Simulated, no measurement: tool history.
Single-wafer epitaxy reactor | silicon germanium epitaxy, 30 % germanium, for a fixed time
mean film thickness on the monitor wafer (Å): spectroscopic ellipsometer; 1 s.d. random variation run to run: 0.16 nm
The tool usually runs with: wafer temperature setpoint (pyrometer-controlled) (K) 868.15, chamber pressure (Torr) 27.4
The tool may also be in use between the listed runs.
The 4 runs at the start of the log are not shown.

run    hour  wafer temperature setpoint (pyrometer-controlled) (K)  chamber pressure (Torr)  wafers since the last listed run  hours since the last pyrometer calibration  hours since the last manometer calibration  hours since the showerhead was replaced  hours since the gauge calibration  read-back reference wafer on the same gauge, thickness_nm  mean film thickness on the monitor wafer (Å)
  5   174.3                                                 868.15                     27.4                               579                                       134.5                                      1712.1                                   5292.9                              452.8                                                     54.128                                        622.19
  6   226.7                                                 875.15                     24.5                               669                                       186.9                                      1764.5                                   5345.3                              505.2                                                     54.117                                           669
  7   297.7                                                 875.15                     24.5                               906                                       257.9                                      1835.5                                   5416.3                              576.2                                                     54.099                                        666.81
  8   367.4                                                 863.15                       23                               890                                       327.6                                      1905.2                                     5486                              645.9                                                     54.118                                        495.58
  9   398.1                                                 863.15                       23                               392                                       358.3                                      1935.9                                   5516.7                              676.6                                                     54.101                                        493.23
      602.6  -- capacitance manometer re-zeroed and calibrated
 10   604.6                                                 863.15                       23                              2535                                       564.8                                           2                                   5723.2                              883.1                                                     54.104                                         495.3
 11   669.1                                                 856.15                     30.7                               823                                       629.3                                        66.5                                   5787.7                              947.6                                                     54.113                                        519.98
 12   694.9                                                 856.15                     30.7                               329                                       655.1                                        92.3                                   5813.5                              973.4                                                     54.126                                        517.48
 13   723.7                                                 879.15                     25.9                               367                                       683.9                                       121.1                                   5842.3                             1002.2                                                     54.105                                         751.9
 14   760.6                                                 868.15                     30.1                               471                                       720.8                                         158                                   5879.2                             1039.1                                                     54.082                                        663.45
      793.4  -- gauge calibrated
 15   839.4                                                 868.15                     30.1                              1006                                       799.6                                       236.8                                     5958                                 46                                                     54.097                                        663.59
        857  -- showerhead replaced
 16   872.7                                                 868.15                     27.4                               323                                       832.9                                       270.1                                     15.7                               79.3                                                     54.098                                        624.79
      901.7  -- pyrometer calibrated
 17   902.2                                                 868.15                     27.4                               274                                         0.5                                       299.6                                     45.2                              108.8                                                     54.076                                        626.21
 18   929.5                                                 875.15                     32.2                               348                                        27.8                                       326.9                                     72.5                              136.1                                                     54.097                                        803.09
 19     970                                                 868.15                     27.4                               517                                        68.3                                       367.4                                      113                              176.6                                                     54.092                                        624.95
 20  1022.1                                                 868.15                     27.4                               665                                       120.4                                       419.5                                    165.1                              228.7                                                     54.108                                        625.49
 21  1058.1                                                 860.15                     22.3                               459                                       156.4                                       455.5                                    201.1                              264.7                                                     54.092                                         451.7
 22  1087.9                                                 868.15                     32.1                               380                                       186.2                                       485.3                                    230.9                              294.5                                                     54.097                                        690.93
 23  1120.3                                                 868.15                     27.4                               413                                       218.6                                       517.7                                    263.3                              326.9                                                     54.072                                        624.52
 24    1154                                                 876.15                       24                               430                                       252.3                                       551.4                                      297                              360.6                                                     54.086                                        670.28
 25  1195.4                                                 868.15                     24.4                               528                                       293.7                                       592.8                                    338.4                                402                                                     54.081                                        574.39
 26  1240.5                                                 856.15                     33.9                               576                                       338.8                                       637.9                                    383.5                              447.1                                                      54.14                                        553.68

Run 27 is up next; what results do you expect?
 27  1308.4                                                 878.15                     27.4                               867                                       406.7                                       705.8                                    451.4                                515                                                          ?                                             ?

Run 27 yielded read-back reference wafer on the same gauge, thickness_nm 54.078, mean film thickness on the monitor wafer (Å) 767.3.
With no hidden state in the tool, this same run would have given mean film thickness on the monitor wafer (Å) 767.3.

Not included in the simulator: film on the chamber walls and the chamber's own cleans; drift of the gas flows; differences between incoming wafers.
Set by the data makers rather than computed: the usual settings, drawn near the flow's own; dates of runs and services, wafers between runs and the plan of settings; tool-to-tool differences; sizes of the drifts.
